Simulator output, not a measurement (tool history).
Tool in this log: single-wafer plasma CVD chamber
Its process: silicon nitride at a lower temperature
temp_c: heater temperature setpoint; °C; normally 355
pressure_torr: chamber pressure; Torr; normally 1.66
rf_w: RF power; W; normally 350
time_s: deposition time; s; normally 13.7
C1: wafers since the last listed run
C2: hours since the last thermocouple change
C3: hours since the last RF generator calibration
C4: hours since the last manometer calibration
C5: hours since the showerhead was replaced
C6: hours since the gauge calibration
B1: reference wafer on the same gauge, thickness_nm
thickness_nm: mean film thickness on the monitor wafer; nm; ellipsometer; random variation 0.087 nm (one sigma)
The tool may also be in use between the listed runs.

Run 1, hour 0: usual settings; C1 0; C2 594.9; C3 1271.6; C4 1351; C5 2439.4; C6 708.2; B1 19.387. Result: thickness_nm 19.031 nm.
Run 2, hour 15.8: usual settings but rf_w 400 W; C1 427; C2 610.7; C3 1287.4; C4 1366.8; C5 2455.2; C6 724; B1 19.422. Result: thickness_nm 21.667 nm.
Run 3, hour 109.5: usual settings; C1 2535; C2 704.4; C3 1381.1; C4 1460.5; C5 2548.9; C6 817.7; B1 19.417. Result: thickness_nm 19.114 nm.
Run 4, hour 127.7: usual settings; C1 492; C2 722.6; C3 1399.3; C4 1478.7; C5 2567.1; C6 835.9; B1 19.392. Result: thickness_nm 19.035 nm.
At hour 159.8: showerhead replaced.
Run 5, hour 160.3: usual settings; C1 665; C2 755.2; C3 1431.9; C4 1511.3; C5 0.5; C6 868.5; B1 19.405. Result: thickness_nm 18.928 nm.
Run 6, hour 182.7: usual settings; C1 606; C2 777.6; C3 1454.3; C4 1533.7; C5 22.9; C6 890.9; B1 19.389. Result: thickness_nm 18.975 nm.
At hour 205.3: gauge calibrated.
Run 7, hour 284.3: usual settings; C1 2749; C2 879.2; C3 1555.9; C4 1635.3; C5 124.5; C6 79; B1 19.395. Result: thickness_nm 18.87 nm.
Run 8, hour 310.5: usual settings but rf_w 320 W; C1 708; C2 905.4; C3 1582.1; C4 1661.5; C5 150.7; C6 105.2; B1 19.402. Result: thickness_nm 17.204 nm.
At hour 329.4: RF generator calibrated.
Run 9, hour 333.7: usual settings but rf_w 320 W; C1 411; C2 928.6; C3 4.3; C4 1684.7; C5 173.9; C6 128.4; B1 19.396. Result: thickness_nm 17.962 nm.
Run 10, hour 348.4: usual settings but time_s 14.9 s; C1 397; C2 943.3; C3 19; C4 1699.4; C5 188.6; C6 143.1; B1 19.419. Result: thickness_nm 21.213 nm.
Run 11, hour 370.4: usual settings; C1 595; C2 965.3; C3 41; C4 1721.4; C5 210.6; C6 165.1; B1 19.384. Result: thickness_nm 19.648 nm.
Run 12, hour 405.9: usual settings; C1 960; C2 1000.8; C3 76.5; C4 1756.9; C5 246.1; C6 200.6; B1 19.399. Result: thickness_nm 19.458 nm.
Run 13, hour 432.5: usual settings but rf_w 395 W, time_s 15.6 s; C1 719; C2 1027.4; C3 103.1; C4 1783.5; C5 272.7; C6 227.2; B1 19.404. Result: thickness_nm 24.893 nm.
Run 14, hour 457.3: usual settings but pressure_torr 1.47 Torr; C1 671; C2 1052.2; C3 127.9; C4 1808.3; C5 297.5; C6 252; B1 19.396. Result: thickness_nm 18.896 nm.
Run 15, hour 488.4: usual settings; C1 841; C2 1083.3; C3 159; C4 1839.4; C5 328.6; C6 283.1; B1 19.372. Result: thickness_nm 19.547 nm.
At hour 497.7: capacitance manometer re-zeroed and calibrated.
At hour 505.6: thermocouple changed; heater temperature recalibrated.
Run 16, hour 515.9: usual settings but rf_w 375 W; C1 314; C2 10.3; C3 186.5; C4 18.2; C5 356.1; C6 310.6; B1 19.38. Result: thickness_nm 21.017 nm.
Run 17, hour 547.9: usual settings; C1 865; C2 42.3; C3 218.5; C4 50.2; C5 388.1; C6 342.6; B1 19.39. Result: thickness_nm 19.515 nm.
Run 18, hour 576.9: usual settings; C1 784; C2 71.3; C3 247.5; C4 79.2; C5 417.1; C6 371.6; B1 19.386. Result: thickness_nm 19.591 nm.
Run 19, hour 599.6: usual settings but pressure_torr 1.56 Torr; C1 614; C2 94; C3 270.2; C4 101.9; C5 439.8; C6 394.3; B1 19.402. Result: thickness_nm 18.954 nm.
Run 20, hour 628.3: usual settings but time_s 16.1 s; C1 776; C2 122.7; C3 298.9; C4 130.6; C5 468.5; C6 423; B1 19.408. Result: thickness_nm 22.894 nm.
Run 21, hour 651.2: usual settings but pressure_torr 1.5 Torr; C1 619; C2 145.6; C3 321.8; C4 153.5; C5 491.4; C6 445.9; B1 19.386. Result: thickness_nm 18.737 nm.
Run 22, hour 665.4: usual settings but time_s 12.1 s; C1 384; C2 159.8; C3 336; C4 167.7; C5 505.6; C6 460.1; B1 19.388. Result: thickness_nm 17.179 nm.
Run 23, hour 682.4: usual settings but pressure_torr 1.79 Torr, rf_w 380 W, time_s 11.7 s; C1 459; C2 176.8; C3 353; C4 184.7; C5 522.6; C6 477.1; B1 19.406. Result: thickness_nm 18.436 nm.
Run 24, hour 714.2: usual settings but temp_c 350 °C, rf_w 300 W; C1 860; C2 208.6; C3 384.8; C4 216.5; C5 554.4; C6 508.9; B1 19.407. Result: thickness_nm 16.523 nm.
Run 25, hour 743.1: usual settings but time_s 12.5 s; C1 781; C2 237.5; C3 413.7; C4 245.4; C5 583.3; C6 537.8; B1 19.408. Result: thickness_nm 17.639 nm.
Run 26, hour 756.5: usual settings but temp_c 360 °C, pressure_torr 2.07 Torr, rf_w 400 W, time_s 12.3 s; C1 362; C2 250.9; C3 427.1; C4 258.8; C5 596.7; C6 551.2; B1 19.404. Result: thickness_nm 20.906 nm.
Run 27, hour 772.6: usual settings but temp_c 350 °C, pressure_torr 1.78 Torr, rf_w 375 W, time_s 11.9 s; C1 435; C2 267; C3 443.2; C4 274.9; C5 612.8; C6 567.3; B1 19.419. Result: thickness_nm 18.581 nm.
Run 28, hour 797: usual settings but rf_w 320 W; C1 660; C2 291.4; C3 467.6; C4 299.3; C5 637.2; C6 591.7; B1 19.384. Result: thickness_nm 17.656 nm.

Here are 5 independent what-if runs from the current tool condition. What would each one return?
Run A, hour 797.4: usual settings but pressure_torr 1.3 Torr; C1 10; C2 291.8; C3 468; C4 299.7; C5 637.6; C6 592.1; B1 ?. Result: thickness_nm ?.
Run B, hour 797.4: usual settings but temp_c 359 °C, rf_w 415 W; C1 10; C2 291.8; C3 468; C4 299.7; C5 637.6; C6 592.1; B1 ?. Result: thickness_nm ?.
Run C, hour 797.4: usual settings but temp_c 366 °C, time_s 11.4 s; C1 10; C2 291.8; C3 468; C4 299.7; C5 637.6; C6 592.1; B1 ?. Result: thickness_nm ?.
Run D, hour 797.4: usual settings but temp_c 364 °C, rf_w 295 W; C1 10; C2 291.8; C3 468; C4 299.7; C5 637.6; C6 592.1; B1 ?. Result: thickness_nm ?.
Run E, hour 797.4: usual settings but rf_w 305 W, time_s 15.9 s; C1 10; C2 291.8; C3 468; C4 299.7; C5 637.6; C6 592.1; B1 ?. Result: thickness_nm ?.

run      B1  thickness_nm
  A  19.395        17.975
  B  19.395        22.683
  C  19.395         16.15
  D  19.395        16.174
  E  19.395        19.584
The same runs, with their run-to-run variation unchanged, on a tool lacking any hidden condition would have given:
run  thickness_nm
  A        18.212
  B        22.961
  C        16.362
  D         16.41
  E        19.859
